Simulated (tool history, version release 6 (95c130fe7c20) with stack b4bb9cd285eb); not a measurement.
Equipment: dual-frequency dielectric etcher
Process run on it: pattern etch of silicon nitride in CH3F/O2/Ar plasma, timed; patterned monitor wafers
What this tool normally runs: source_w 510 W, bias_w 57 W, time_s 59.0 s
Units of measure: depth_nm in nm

| run | hour | source_w | bias_w | time_s | wafers since the last listed run | hours since the last wet clean | hours since the last source power generator calibration | hours since the last bias power generator calibration | hours since the last upper electrode change | hours since the gauge calibration | read-back reference wafer on the same gauge, depth_nm | depth_nm |
|---|---|---|---|---|---|---|---|---|---|---|---|---|
| 1 | 0.0 | 600 | 53 | 59.0 | 0 | 394.3 | 3208.5 | 1775.4 | 4652.3 | 180.3 | 44.88 | 45.44 |
|  | 39.1 | wet clean of the chamber |
| 2 | 39.6 | 600 | 53 | 59.0 | 263 | 0.5 | 3248.1 | 1815.0 | 4691.9 | 219.9 | 45.13 | 46.17 |
| 3 | 55.9 | 600 | 53 | 59.0 | 275 | 16.8 | 3264.4 | 1831.3 | 4708.2 | 236.2 | 45.18 | 46.74 |
| 4 | 68.6 | 510 | 51 | 69.5 | 214 | 29.5 | 3277.1 | 1844.0 | 4720.9 | 248.9 | 45.18 | 50.36 |
| 5 | 83.0 | 510 | 51 | 69.5 | 243 | 43.9 | 3291.5 | 1858.4 | 4735.3 | 263.3 | 45.10 | 50.26 |
| 6 | 115.8 | 510 | 57 | 59.0 | 554 | 76.7 | 3324.3 | 1891.2 | 4768.1 | 296.1 | 45.06 | 44.55 |
| 7 | 138.6 | 510 | 57 | 59.0 | 385 | 99.5 | 3347.1 | 1914.0 | 4790.9 | 318.9 | 45.09 | 44.72 |
| 8 | 160.7 | 510 | 57 | 59.0 | 373 | 121.6 | 3369.2 | 1936.1 | 4813.0 | 341.0 | 45.11 | 44.16 |
| 9 | 175.9 | 510 | 57 | 59.0 | 256 | 136.8 | 3384.4 | 1951.3 | 4828.2 | 356.2 | 45.17 | 44.33 |
| 10 | 199.2 | 450 | 57 | 54.0 | 393 | 160.1 | 3407.7 | 1974.6 | 4851.5 | 379.5 | 44.97 | 38.88 |
|  | 204.7 | source power generator calibrated |
|  | 240.5 | upper electrode replaced |
| 11 | 241.0 | 510 | 57 | 59.0 | 233 | 201.9 | 36.3 | 2016.4 | 0.5 | 421.3 | 44.89 | 44.80 |
| 12 | 241.4 | 510 | 57 | 59.0 | 6 | 202.3 | 36.7 | 2016.8 | 0.9 | 421.7 | 44.98 | 44.52 |
| 13 | 263.8 | 510 | 57 | 59.0 | 378 | 224.7 | 59.1 | 2039.2 | 23.3 | 444.1 | 44.98 | 44.42 |
| 14 | 296.6 | 580 | 50 | 59.0 | 554 | 257.5 | 91.9 | 2072.0 | 56.1 | 476.9 | 45.08 | 44.87 |
| 15 | 319.4 | 620 | 67 | 67.0 | 385 | 280.3 | 114.7 | 2094.8 | 78.9 | 499.7 | 45.13 | 58.11 |
| 16 | 355.3 | 510 | 57 | 59.0 | 606 | 316.2 | 150.6 | 2130.7 | 114.8 | 535.6 | 45.06 | 44.98 |
| 17 | 385.5 | 390 | 44 | 45.0 | 510 | 346.4 | 180.8 | 2160.9 | 145.0 | 565.8 | 45.15 | 27.62 |
| 18 | 408.1 | 510 | 57 | 59.0 | 382 | 369.0 | 203.4 | 2183.5 | 167.6 | 588.4 | 45.12 | 44.77 |
|  | 418.3 | gauge calibrated |
|  | 453.6 | wet clean of the chamber |
| 19 | 454.1 | 600 | 53 | 59.0 | 371 | 0.5 | 249.4 | 2229.5 | 213.6 | 35.8 | 45.08 | 46.41 |
| 20 | 464.5 | 630 | 57 | 72.5 | 175 | 10.9 | 259.8 | 2239.9 | 224.0 | 46.2 | 45.10 | 58.98 |
| 21 | 476.7 | 410 | 53 | 59.0 | 206 | 23.1 | 272.0 | 2252.1 | 236.2 | 58.4 | 44.98 | 39.57 |
|  | 504.5 | bias power generator calibrated |
| 22 | 507.0 | 510 | 47 | 59.0 | 444 | 53.4 | 302.3 | 2.5 | 266.5 | 88.7 | 45.22 | 41.28 |
| 23 | 532.9 | 580 | 52 | 43.0 | 437 | 79.3 | 328.2 | 28.4 | 292.4 | 114.6 | 45.15 | 32.86 |
| 24 | 560.3 | 430 | 57 | 59.0 | 463 | 106.7 | 355.6 | 55.8 | 319.8 | 142.0 | 45.02 | 41.68 |
| 25 | 595.5 | 510 | 65 | 71.0 | 595 | 141.9 | 390.8 | 91.0 | 355.0 | 177.2 | 44.97 | 56.15 |
| 26 | 622.2 | 580 | 50 | 59.0 | 451 | 168.6 | 417.5 | 117.7 | 381.7 | 203.9 | 45.05 | 44.68 |

The next listed run, before its measurement:
| 27 | 650.6 | 450 | 64 | 53.5 | 480 | 197.0 | 445.9 | 146.1 | 410.1 | 232.3 | ? | ? |

read-back reference wafer on the same gauge, depth_nm: 45.00
depth_nm: 40.05 nm
Take away the tool's hidden state, keep the run-to-run variation as it was, and the same run would have given depth_nm 40.05 nm.

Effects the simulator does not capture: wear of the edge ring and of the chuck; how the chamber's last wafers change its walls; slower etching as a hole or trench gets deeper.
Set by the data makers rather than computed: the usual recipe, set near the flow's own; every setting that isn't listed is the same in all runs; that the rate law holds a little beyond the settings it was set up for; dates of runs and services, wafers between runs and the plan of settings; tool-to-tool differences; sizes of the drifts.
